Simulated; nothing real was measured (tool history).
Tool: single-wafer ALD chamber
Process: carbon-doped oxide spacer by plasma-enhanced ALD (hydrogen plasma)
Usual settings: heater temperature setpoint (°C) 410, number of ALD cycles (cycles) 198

| run | hour | heater temperature setpoint (°C) | number of ALD cycles (cycles) | wafers since the last listed run | hours since the last thermocouple change | hours since the gauge calibration | read-back reference wafer on the same gauge, thickness_nm | mean film thickness on the monitor wafer (nm) |
|---|---|---|---|---|---|---|---|---|
| 1 | 0.0 | 410 | 198 | 0 | 1804.5 | 807.3 | 8.773 | 10.466 |
| 2 | 38.4 | 410 | 198 | 70 | 1842.9 | 845.7 | 8.758 | 10.484 |
| 3 | 228.4 | 421 | 221 | 347 | 2032.9 | 1035.7 | 8.712 | 11.261 |
| 4 | 324.6 | 421 | 221 | 176 | 2129.1 | 1131.9 | 8.693 | 11.183 |
| 5 | 550.8 | 421 | 221 | 414 | 2355.3 | 1358.1 | 8.639 | 11.004 |
| 6 | 637.4 | 418 | 176 | 158 | 2441.9 | 1444.7 | 8.585 | 8.889 |
| 7 | 708.9 | 418 | 176 | 130 | 2513.4 | 1516.2 | 8.582 | 8.856 |
|  | 790.4 | thermocouple changed; heater temperature recalibrated |
| 8 | 809.8 | 410 | 198 | 170 | 19.4 | 1617.1 | 8.546 | 10.211 |
|  | 898.9 | gauge calibrated |
| 9 | 903.7 | 410 | 198 | 171 | 113.3 | 4.8 | 8.838 | 10.513 |
| 10 | 973.1 | 410 | 221 | 127 | 182.7 | 74.2 | 8.846 | 11.772 |
| 11 | 1041.6 | 410 | 198 | 125 | 251.2 | 142.7 | 8.839 | 10.506 |
| 12 | 1133.0 | 410 | 198 | 167 | 342.6 | 234.1 | 8.819 | 10.582 |
| 13 | 1181.4 | 410 | 198 | 88 | 391.0 | 282.5 | 8.836 | 10.478 |
| 14 | 1223.6 | 410 | 198 | 77 | 433.2 | 324.7 | 8.823 | 10.462 |
| 15 | 1416.3 | 405 | 220 | 352 | 625.9 | 517.4 | 8.803 | 11.905 |
| 16 | 1498.3 | 410 | 198 | 150 | 707.9 | 599.4 | 8.802 | 10.503 |
| 17 | 1548.0 | 405 | 225 | 91 | 757.6 | 649.1 | 8.782 | 12.023 |
| 18 | 1654.8 | 404 | 213 | 195 | 864.4 | 755.9 | 8.776 | 11.388 |
| 19 | 1753.9 | 406 | 160 | 181 | 963.5 | 855.0 | 8.747 | 8.547 |
| 20 | 1848.4 | 404 | 231 | 173 | 1058.0 | 949.5 | 8.729 | 12.341 |
| 21 | 1939.3 | 395 | 165 | 166 | 1148.9 | 1040.4 | 8.714 | 8.982 |
| 22 | 2014.6 | 410 | 198 | 137 | 1224.2 | 1115.7 | 8.683 | 10.361 |
| 23 | 2081.3 | 400 | 217 | 122 | 1290.9 | 1182.4 | 8.683 | 11.668 |

Hidden state or all else? Some run-to-run changes of mean film thickness on the monitor wafer (nm), split into what the settings, what came in and random variation would give without the hidden state, and what is left for the hidden state (with any gauge scatter that isn't in both results):
The hidden state here: wafer temperature above the value expected at the setpoint (K); gauge reads high (%).
Run 4 -> 5: no setting changed, nothing entered. mean film thickness on the monitor wafer (nm) -0.179: hidden state -0.078, all else -0.101.
Run 8 -> 9: gauge calibrated. mean film thickness on the monitor wafer (nm) +0.302: hidden state +0.342, all else -0.040.
Run 19 -> 20: heater temperature setpoint (°C) 406 -> 404, number of ALD cycles (cycles) 160 -> 231. mean film thickness on the monitor wafer (nm) +3.794: hidden state -0.047, all else +3.841.
Run 20 -> 21: heater temperature setpoint (°C) 404 -> 395, number of ALD cycles (cycles) 231 -> 165. mean film thickness on the monitor wafer (nm) -3.359: hidden state +0.004, all else -3.363.

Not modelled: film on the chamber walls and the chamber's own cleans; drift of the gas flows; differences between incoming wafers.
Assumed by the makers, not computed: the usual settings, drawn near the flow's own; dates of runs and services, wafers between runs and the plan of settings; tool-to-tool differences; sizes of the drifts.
